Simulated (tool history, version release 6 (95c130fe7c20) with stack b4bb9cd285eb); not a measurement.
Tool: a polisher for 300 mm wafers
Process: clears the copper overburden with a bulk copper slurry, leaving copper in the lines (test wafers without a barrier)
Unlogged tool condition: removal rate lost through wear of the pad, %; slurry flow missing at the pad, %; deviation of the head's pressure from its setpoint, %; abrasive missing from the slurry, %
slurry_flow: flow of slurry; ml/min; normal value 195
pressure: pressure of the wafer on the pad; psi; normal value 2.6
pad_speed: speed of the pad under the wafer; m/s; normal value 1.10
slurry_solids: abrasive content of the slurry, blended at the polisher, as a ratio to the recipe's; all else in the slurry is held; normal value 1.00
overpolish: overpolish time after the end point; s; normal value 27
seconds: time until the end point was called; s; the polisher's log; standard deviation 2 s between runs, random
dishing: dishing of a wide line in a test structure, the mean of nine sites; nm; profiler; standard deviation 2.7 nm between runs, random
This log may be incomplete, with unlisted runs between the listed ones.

run    hour  slurry_flow  pressure  pad_speed  slurry_solids  overpolish  wafers since the last listed run  wafers polished on this pad  hours since the slurry nozzle was cleaned  hours since the head pressure was calibrated  hours since the slurry blender was calibrated  incoming thickness of the incoming film, nm  seconds  dishing
  1     0.0          195       2.6       1.10           1.00          27                                 0                          752                                      390.4                                        1037.7                                          316.6                                       1510.4    191.5    108.0
       40.8  -- head pressure recalibrated
  2    41.3          195       2.6       1.10           1.00          37                               152                          904                                      431.7                                           0.5                                          357.9                                       1505.7    190.2    123.2
      145.1  -- slurry blender recalibrated
      171.6  -- worn pad replaced by a new one
  3   174.4          195       2.6       1.10           1.00          37                               494                           10                                      564.8                                         133.6                                           29.3                                       1508.4    197.4    124.6
      215.5  -- slurry nozzle cleaned
  4   232.9          195       2.6       1.10           1.20          27                               223                          234                                       17.4                                         192.1                                           87.8                                       1485.2    173.0    113.3
  5   295.3          195       2.6       1.10           1.20          27                               242                          477                                       79.8                                         254.5                                          150.2                                       1512.1    175.7    109.3
  6   365.5          195       2.6       1.10           1.20          27                               273                          750                                      150.0                                         324.7                                          220.4                                       1512.2    176.7    111.5
  7   452.8          195       2.6       1.10           1.00          27                               339                         1090                                      237.3                                         412.0                                          307.7                                       1534.9    188.0    108.3
  8   499.8          195       2.6       1.10           1.00          15                               182                         1273                                      284.3                                         459.0                                          354.7                                       1527.3    187.6     76.9
      517.1  -- worn pad replaced by a new one
  9   534.6          195       2.6       1.10           1.00          15                               119                           68                                      319.1                                         493.8                                          389.5                                       1513.3    189.9     77.8
      556.4  -- slurry blender recalibrated
 10   597.0          195       2.6       1.10           1.00          27                               235                          303                                      381.5                                         556.2                                           40.6                                       1522.7    184.9    111.1
 11   654.5          195       2.6       1.10           1.00          27                               223                          527                                      439.0                                         613.7                                           98.1                                       1534.3    189.6    110.1
 12   683.3          195       2.6       1.10           1.00          27                               112                          639                                      467.8                                         642.5                                          126.9                                       1509.0    187.4    105.4
      692.3  -- slurry nozzle cleaned
 13   732.8          195       2.6       1.10           1.00          16                               188                          827                                       40.5                                         692.0                                          176.4                                       1499.8    180.1     79.8
 14   797.9          255       2.6       1.10           1.00          15                               253                         1081                                      105.6                                         757.1                                          241.5                                       1528.2    180.0     76.4
 15   824.6          195       2.6       1.24           1.00          27                               103                         1185                                      132.3                                         783.8                                          268.2                                       1480.5    166.0    115.7
      847.7  -- worn pad replaced by a new one
 16   879.1          195       2.1       1.10           1.00          41                               196                          122                                      186.8                                         838.3                                          322.7                                       1539.1    235.4    116.0
 17   940.0          195       2.6       1.10           1.00          27                               236                          359                                      247.7                                         899.2                                          383.6                                       1520.0    187.0    105.0
 18   983.0          150       2.6       1.48           1.20          27                               167                          526                                      290.7                                         942.2                                          426.6                                       1497.6    151.9    119.9
     1005.2  -- slurry blender recalibrated
 19  1020.4          255       2.2       1.46           1.20          27                               137                          664                                      328.1                                         979.6                                           15.2                                       1490.6    165.1    113.9
     1082.3  -- head pressure recalibrated
 20  1086.5          195       2.6       1.10           1.00          27                               249                          913                                      394.2                                           4.2                                           81.3                                       1491.8    184.0    105.4
 21  1117.8          195       2.6       1.10           1.00          18                               121                         1035                                      425.5                                          35.5                                          112.6                                       1521.9    191.9     81.6
 22  1158.3          250       3.4       1.10           1.00          16                               157                         1192                                      466.0                                          76.0                                          153.1                                       1511.1    140.9     97.4
     1200.8  -- worn pad replaced by a new one
 23  1220.7          195       2.6       1.10           1.00          27                               227                           77                                      528.4                                         138.4                                          215.5                                       1516.7    198.4    109.3
     1265.9  -- slurry nozzle cleaned
 24  1272.1          195       2.0       1.10           1.00          33                               196                          273                                        6.2                                         189.8                                          266.9                                       1511.2    240.6    100.4
 25  1320.5          195       1.8       1.10           1.15          27                               188                          461                                       54.6                                         238.2                                          315.3                                       1510.6    260.6     87.7
     1431.1  -- slurry blender recalibrated
 26  1498.3          195       2.6       0.78           0.75          27                               684                         1145                                      232.4                                         416.0                                           67.2                                       1530.5    244.4     94.8
 27  1557.3          195       2.6       1.10           1.00          27                               229                         1375                                      291.4                                         475.0                                          126.2                                       1517.5    187.4    112.5
     1613.3  -- worn pad replaced by a new one
 28  1614.6          140       2.2       1.10           1.25          27                               207                            5                                      348.7                                         532.3                                          183.5                                       1510.6    223.0     96.6
 29  1646.2          195       2.6       1.46           1.00          27                               122                          128                                      380.3                                         563.9                                          215.1                                       1523.8    156.2    125.2

Each row is a separate what-if for the run after 29, all from the same tool condition, not one after another. Results?
  A  1646.7          195       2.6       1.10           1.00          27                                 1                          130                                      380.8                                         564.4                                          215.6                                       1507.9        ?        ?
  B  1646.7          195       3.4       1.10           1.00          27                                 1                          130                                      380.8                                         564.4                                          215.6                                       1507.9        ?        ?
  C  1646.7          195       2.6       1.10           1.30          16                                 1                          130                                      380.8                                         564.4                                          215.6                                       1507.9        ?        ?

run  seconds  dishing
  A    183.0    106.7
  B    140.0    127.9
  C    172.7     80.7
With no hidden state in the tool, these same runs would have given:
run  seconds  dishing
  A    178.4    108.1
  B    136.4    129.4
  C    168.3     82.1
